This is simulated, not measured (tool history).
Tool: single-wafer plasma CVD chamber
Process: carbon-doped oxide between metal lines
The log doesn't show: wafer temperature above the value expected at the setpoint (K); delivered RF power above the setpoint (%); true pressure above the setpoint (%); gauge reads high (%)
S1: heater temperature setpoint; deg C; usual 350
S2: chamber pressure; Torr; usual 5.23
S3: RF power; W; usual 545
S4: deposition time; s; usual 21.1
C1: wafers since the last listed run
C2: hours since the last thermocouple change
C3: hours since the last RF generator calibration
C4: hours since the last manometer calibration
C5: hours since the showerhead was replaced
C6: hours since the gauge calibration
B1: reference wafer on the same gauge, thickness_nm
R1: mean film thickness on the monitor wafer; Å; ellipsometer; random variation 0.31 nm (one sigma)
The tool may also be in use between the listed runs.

run	day	S1	S2	S3	S4	C1	C2	C3	C4	C5	C6	B1	R1
1	0.000	350	5.23	515	21.1	0	2496.3	1249.7	1491.4	5799.3	148.7	89.025	1016.58
2	0.596	350	4.43	545	21.1	255	2510.6	1264.0	1505.7	5813.6	163.0	89.015	1031.18
3	1.312	350	4.43	545	21.1	307	2527.8	1281.2	1522.9	5830.8	180.2	88.907	1033.17
4	1.567	350	5.23	545	21.1	109	2533.9	1287.3	1529.0	5836.9	186.3	89.045	1058.60
5	2.229	350	5.23	545	23.4	284	2549.8	1303.2	1544.9	5852.8	202.2	88.956	1167.64
6	2.804	350	5.23	545	23.4	246	2563.6	1317.0	1558.7	5866.6	216.0	88.955	1163.62
7	3.100	350	5.23	545	23.4	127	2570.7	1324.1	1565.8	5873.7	223.1	89.076	1164.49
# day 3.800: RF generator calibrated
8	3.821	350	5.23	545	21.1	166	2588.0	0.5	1583.1	5891.0	240.4	88.985	1093.38
9	5.467	350	5.23	545	21.1	706	2627.5	40.0	1622.6	5930.5	279.9	89.010	1094.75
# day 5.933: gauge calibrated
10	6.146	350	5.23	545	21.1	291	2643.8	56.3	1638.9	5946.8	5.1	88.946	1090.70
# day 6.596: showerhead replaced
11	6.638	350	5.23	545	21.1	67	2655.6	68.1	1650.7	1.0	16.9	88.990	1086.06
12	7.138	350	6.33	545	21.1	214	2667.6	80.1	1662.7	13.0	28.9	88.950	1116.53
13	7.600	363	5.23	545	24.0	198	2678.7	91.2	1673.8	24.1	40.0	88.987	1197.75
14	8.267	350	5.23	545	21.1	286	2694.7	107.2	1689.8	40.1	56.0	89.000	1094.16
15	8.529	350	5.23	635	21.1	112	2701.0	113.5	1696.1	46.4	62.3	89.030	1202.02
# day 9.142: capacitance manometer re-zeroed and calibrated
16	9.225	361	4.42	545	21.1	155	2717.7	130.2	2.0	63.1	79.0	89.035	1042.04
17	9.879	350	5.23	545	21.1	280	2733.4	145.9	17.7	78.8	94.7	89.070	1093.45
18	10.629	346	3.92	600	19.9	322	2751.4	163.9	35.7	96.8	112.7	89.004	1072.26
19	11.142	350	5.23	545	21.1	220	2763.7	176.2	48.0	109.1	125.0	88.951	1094.90
20	11.883	350	4.44	510	20.0	318	2781.5	194.0	65.8	126.9	142.8	89.071	973.23
# day 12.471: thermocouple changed; heater temperature recalibrated
21	12.492	342	5.23	445	21.1	118	0.5	208.6	80.4	141.5	157.4	89.008	974.21
22	12.983	350	4.55	545	21.1	211	12.3	220.4	92.2	153.3	169.2	89.071	1075.06
23	14.496	339	6.22	625	17.7	649	48.6	256.7	128.5	189.6	205.5	88.952	1053.51
24	14.971	346	5.23	545	21.1	203	60.0	268.1	139.9	201.0	216.9	89.063	1098.46
25	15.596	346	3.92	600	19.9	268	75.0	283.1	154.9	216.0	231.9	89.062	1062.91
26	16.317	363	5.23	545	24.0	309	92.3	300.4	172.2	233.3	249.2	89.000	1191.92
27	16.588	344	5.23	515	18.8	116	98.8	306.9	178.7	239.8	255.7	89.013	955.30
28	16.858	350	5.98	440	18.8	116	105.3	313.4	185.2	246.3	262.2	88.916	861.89

Forecast each of these 5 alternatives for the next run:
A	16.875	350	5.23	545	18.2	7	105.7	313.8	185.6	246.7	262.6	?	?
B	16.875	344	4.03	545	21.1	7	105.7	313.8	185.6	246.7	262.6	?	?
C	16.875	356	4.29	510	19.1	7	105.7	313.8	185.6	246.7	262.6	?	?
D	16.875	336	5.23	545	21.1	7	105.7	313.8	185.6	246.7	262.6	?	?
E	16.875	362	4.59	460	17.3	7	105.7	313.8	185.6	246.7	262.6	?	?

run	B1	R1
A	89.051	942.77
B	89.051	1074.67
C	89.051	910.41
D	89.051	1136.01
E	89.051	766.80
Without the tool's hidden state the same runs would have given:
run	R1
A	948.69
B	1081.42
C	916.13
D	1143.15
E	771.78

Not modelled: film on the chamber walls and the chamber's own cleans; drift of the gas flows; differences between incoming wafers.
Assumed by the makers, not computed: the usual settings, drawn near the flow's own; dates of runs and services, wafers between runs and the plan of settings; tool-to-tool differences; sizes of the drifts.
